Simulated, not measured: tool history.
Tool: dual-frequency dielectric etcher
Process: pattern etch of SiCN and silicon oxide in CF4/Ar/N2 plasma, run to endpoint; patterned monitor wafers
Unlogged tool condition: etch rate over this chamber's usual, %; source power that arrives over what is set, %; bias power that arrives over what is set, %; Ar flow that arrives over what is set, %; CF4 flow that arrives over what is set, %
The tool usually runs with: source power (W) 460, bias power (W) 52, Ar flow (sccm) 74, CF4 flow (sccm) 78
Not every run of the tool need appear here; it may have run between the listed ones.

run     day  source power (W)  bias power (W)  Ar flow (sccm)  CF4 flow (sccm)  wafers since the last listed run  hours since the last wet clean  hours since the last source power generator calibration  hours since the last bias power generator calibration  hours since the last Ar flow controller change  hours since the last CF4 flow controller change  hours since the last upper electrode change  incoming incoming film thickness, nm  endpoint time (s)
  1       0               460              52              74               78                                 0                           122.5                                                    417.8                                                  437.6                                          2988.2                                            173.7                                       1899.3                                  8.46               10.3
  2   1.054               460              64              74               78                               498                           147.8                                                    443.1                                                  462.9                                          3013.5                                              199                                       1924.6                                  8.51                9.7
  3   3.854               580              52              74               78                              1323                             215                                                    510.3                                                  530.1                                          3080.7                                            266.2                                       1991.8                                  8.49                8.1
      5.846  -- upper electrode replaced
  4   6.246               560              43              81               70                               657                           272.4                                                    567.7                                                  587.5                                          3138.1                                            323.6                                          9.6                                  8.54                8.8
  5   7.975               460              52              74               78                               817                           313.9                                                    609.2                                                    629                                          3179.6                                            365.1                                         51.1                                  8.44               10.1
      9.762  -- Ar flow controller replaced
  6  10.971               460              52              74               69                              1297                           385.8                                                    681.1                                                  700.9                                              29                                              437                                          123                                  8.44               10.2
  7  12.162               360              40              74               87                               563                           414.4                                                    709.7                                                  729.5                                            57.6                                            465.6                                        151.6                                  8.49               13.8
  8  14.975               460              52              74               78                              1329                           481.9                                                    777.2                                                    797                                           125.1                                            533.1                                        219.1                                  8.54                 10
  9  17.879               460              60              90               84                              1372                           551.6                                                    846.9                                                  866.7                                           194.8                                            602.8                                        288.8                                  8.47                9.7
 10  19.071               430              48              66               62                               563                           580.2                                                    875.5                                                  895.3                                           223.4                                            631.4                                        317.4                                  8.52               10.9
 11  20.096               500              47              74               59                               484                           604.8                                                    900.1                                                  919.9                                             248                                              656                                          342                                  8.51                9.7
     22.604  -- wet clean of the chamber
 12  22.625               380              57              74               78                               722                             0.5                                                    960.8                                                  980.6                                           308.7                                            716.7                                        402.7                                  8.45               12.4
 13  23.896               460              44              80               78                               600                              31                                                    991.3                                                 1011.1                                           339.2                                            747.2                                        433.2                                  8.49               10.9
 14  25.521               570              52              74               78                               767                              70                                                   1030.3                                                 1050.1                                           378.2                                            786.2                                        472.2                                   8.4                8.1
 15  28.079               460              52              74               60                              1208                           131.4                                                   1091.7                                                 1111.5                                           439.6                                            847.6                                        533.6                                  8.42               10.5
 16  29.175               340              52              81               78                               517                           157.7                                                     1118                                                 1137.8                                           465.9                                            873.9                                        559.9                                  8.49               14.5
 17  30.917               460              52              74               95                               823                           199.5                                                   1159.8                                                 1179.6                                           507.7                                            915.7                                        601.7                                  8.47                9.9
 18  32.725               570              55              74               95                               854                           242.9                                                   1203.2                                                   1223                                           551.1                                            959.1                                        645.1                                  8.58                  8
 19  35.158               360              52              74               78                              1149                           301.3                                                   1261.6                                                 1281.4                                           609.5                                           1017.5                                        703.5                                   8.5               13.1
 20  37.858               570              63              80               78                              1275                           366.1                                                   1326.4                                                 1346.2                                           674.3                                           1082.3                                        768.3                                  8.48                7.7
 21  39.896               460              52              81               93                               962                             415                                                   1375.3                                                 1395.1                                           723.2                                           1131.2                                        817.2                                  8.48                9.9
 22  42.829               340              39              91               68                              1386                           485.4                                                   1445.7                                                 1465.5                                           793.6                                           1201.6                                        887.6                                  8.48               15.6
 23  45.275               460              48              74               78                              1155                           544.1                                                   1504.4                                                 1524.2                                           852.3                                           1260.3                                        946.3                                   8.4                 10

For each run, what was the tool's unlogged condition?
source power that arrives over what is set, %: 0 at every run
bias power that arrives over what is set, %: 0 at every run
Ar flow that arrives over what is set, %: 0 at every run
CF4 flow that arrives over what is set, %: 0 at every run
H1: etch rate over this chamber's usual, %
run     H1
  1  0.978
  2   1.19
  3   1.74
  4   2.21
  5   2.55
  6   3.14
  7   3.38
  8   3.94
  9   4.51
 10   4.74
 11   4.95
 12  0.238
 13  0.489
 14   0.81
 15   1.32
 16   1.53
 17   1.88
 18   2.23
 19   2.71
 20   3.25
 21   3.65
 22   4.23
 23   4.71

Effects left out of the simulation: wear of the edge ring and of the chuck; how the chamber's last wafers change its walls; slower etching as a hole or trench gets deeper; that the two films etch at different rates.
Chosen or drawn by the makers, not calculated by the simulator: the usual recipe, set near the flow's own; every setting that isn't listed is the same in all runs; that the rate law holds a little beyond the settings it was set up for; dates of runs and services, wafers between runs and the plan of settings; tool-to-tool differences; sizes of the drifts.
